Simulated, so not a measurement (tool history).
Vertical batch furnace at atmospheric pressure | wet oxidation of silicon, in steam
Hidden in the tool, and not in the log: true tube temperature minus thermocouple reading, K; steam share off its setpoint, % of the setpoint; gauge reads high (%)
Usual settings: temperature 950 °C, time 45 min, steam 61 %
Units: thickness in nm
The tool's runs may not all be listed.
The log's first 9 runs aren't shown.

run    hour  temperature  time  steam  wafers since the last listed run  hours since the last temperature calibration  hours since the steam generator was serviced  hours since the gauge calibration  read-back reference wafer on the same gauge, thickness  thickness
 10   324.7          950    45     61                               654                                        1388.6                                        3546.5                              975.2                                                  182.08     156.85
 11   339.3          950    45     61                               280                                        1403.2                                        3561.1                              989.8                                                  182.01     156.29
      407.7  -- steam generator serviced
 12   411.9          950    45     61                               932                                        1475.8                                           4.2                             1062.4                                                  182.07     151.02
 13   446.5          950    45     61                               663                                        1510.4                                          38.8                               1097                                                  181.95      150.8
 14   467.1          950    45     61                               395                                          1531                                          59.4                             1117.6                                                  181.95     150.94
 15   493.8          950    45     61                               512                                        1557.7                                          86.1                             1144.3                                                  182.03     150.88
      521.1  -- gauge calibrated
 16   523.7          950    45     61                               573                                        1587.6                                           116                                2.6                                                  181.79     150.71
 17   538.6          931    33     53                               285                                        1602.5                                         130.9                               17.5                                                     182      89.83
 18   559.4          959    45     53                               399                                        1623.3                                         151.7                               38.3                                                   181.9     147.63
      590.4  -- steam generator serviced, repeated, since the last time left the tool worse
 19   590.9          961    45     51                               143                                        1654.8                                           0.5                               69.8                                                  181.97     160.25
        639  -- thermocouples replaced and temperature profile calibrated
 20     693          950    45     61                              1498                                            54                                         102.6                              171.9                                                  181.75     164.05
 21   713.7          950    45     61                               397                                          74.7                                         123.3                              192.6                                                   182.2     164.52
 22   742.3          950    62     57                               548                                         103.3                                         151.9                              221.2                                                  181.82     199.86
 23   769.3          970    60     65                               518                                         130.3                                         178.9                              248.2                                                   181.9     257.94
 24   792.6          950    45     61                               447                                         153.6                                         202.2                              271.5                                                  181.98     163.25
 25   820.4          963  62.5     50                               533                                         181.4                                           230                              299.3                                                  181.93     204.44
 26     864          950    45     61                               836                                           225                                         273.6                              342.9                                                  182.07     163.62
 27   887.9          939    45     61                               458                                         248.9                                         297.5                              366.8                                                  181.73     147.22
 28   920.3          965  53.5     52                               621                                         281.3                                         329.9                              399.2                                                     182     190.77
 29   936.6          963  37.5     53                               312                                         297.6                                         346.2                              415.5                                                  182.13     145.19
 30   954.8          950  36.5     64                               349                                         315.8                                         364.4                              433.7                                                  181.98     145.57
 31   979.9          937  38.5     70                               481                                         340.9                                         389.5                              458.8                                                  181.85     141.24
 32    1002          969    45     61                               424                                           363                                         411.6                              480.9                                                     182     197.77
 33  1018.8          968  27.5     72                               322                                         379.8                                         428.4                              497.7                                                  181.89     152.98

Forecast each of these 3 alternatives for the next run:
  A  1023.3          950    45     68                                86                                         384.3                                         432.9                              502.2                                                       ?          ?
  B  1023.3          957    36     61                                86                                         384.3                                         432.9                              502.2                                                       ?          ?
  C  1023.3          933  50.5     71                                86                                         384.3                                         432.9                              502.2                                                       ?          ?

run  read-back reference wafer on the same gauge, thickness  thickness
  A                                                  181.99     177.55
  B                                                  181.99     148.04
  C                                                  181.99     169.86
Without the tool's hidden state the same runs would have given:
run  thickness
  A     177.78
  B     148.24
  C     170.09
